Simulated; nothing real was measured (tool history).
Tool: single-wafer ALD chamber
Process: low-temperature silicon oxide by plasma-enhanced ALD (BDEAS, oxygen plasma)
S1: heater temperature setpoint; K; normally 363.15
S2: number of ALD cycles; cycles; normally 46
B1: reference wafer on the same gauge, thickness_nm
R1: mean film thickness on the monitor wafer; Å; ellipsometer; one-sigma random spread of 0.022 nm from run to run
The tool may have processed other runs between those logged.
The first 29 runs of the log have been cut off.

{"run": 30, "hour": 1457.9, "S1": 370.15, "S2": 53, "B1": 7.425, "R1": 70.77}
{"run": 31, "hour": 1490.3, "S1": 351.15, "S2": 46, "B1": 7.424, "R1": 65.69}
{"run": 32, "hour": 1531.8, "S1": 363.15, "S2": 46, "B1": 7.419, "R1": 62.99}
{"run": 33, "hour": 1594.0, "S1": 372.15, "S2": 41, "B1": 7.414, "R1": 54.35}
{"hour": 1623.0, "done": "thermocouple changed; heater temperature recalibrated"}
{"run": 34, "hour": 1679.3, "S1": 370.15, "S2": 39, "B1": 7.405, "R1": 52.06}
{"run": 35, "hour": 1743.7, "S1": 370.15, "S2": 44, "B1": 7.396, "R1": 58.8}
{"run": 36, "hour": 1922.1, "S1": 363.15, "S2": 51, "B1": 7.379, "R1": 69.41}
{"run": 37, "hour": 1973.2, "S1": 363.15, "S2": 46, "B1": 7.371, "R1": 62.57}
{"run": 38, "hour": 2021.7, "S1": 369.15, "S2": 55, "B1": 7.37, "R1": 73.57}
{"run": 39, "hour": 2088.7, "S1": 376.15, "S2": 46, "B1": 7.354, "R1": 60.32}
{"run": 40, "hour": 2148.3, "S1": 368.15, "S2": 50, "B1": 7.352, "R1": 66.63}
{"run": 41, "hour": 2176.3, "S1": 354.15, "S2": 38, "B1": 7.343, "R1": 52.87}
{"run": 42, "hour": 2207.8, "S1": 351.15, "S2": 51, "B1": 7.342, "R1": 71.69}
{"hour": 2234.5, "done": "gauge calibrated"}
{"run": 43, "hour": 2237.0, "S1": 374.15, "S2": 41, "B1": 7.445, "R1": 54.61}

Here are 3 independent what-if runs from the current tool condition. What would each one return?
{"run": "A", "hour": 2237.5, "S1": 363.15, "S2": 43, "B1": "?", "R1": "?"}
{"run": "B", "hour": 2237.5, "S1": 363.15, "S2": 55, "B1": "?", "R1": "?"}
{"run": "C", "hour": 2237.5, "S1": 355.15, "S2": 39, "B1": "?", "R1": "?"}

run=A B1=7.453 R1=59.06
run=B B1=7.453 R1=75.55
run=C B1=7.453 R1=54.88
The same runs, with their run-to-run variation unchanged, on a tool lacking any hidden condition would have given:
run=A R1=59
run=B R1=75.46
run=C R1=54.82

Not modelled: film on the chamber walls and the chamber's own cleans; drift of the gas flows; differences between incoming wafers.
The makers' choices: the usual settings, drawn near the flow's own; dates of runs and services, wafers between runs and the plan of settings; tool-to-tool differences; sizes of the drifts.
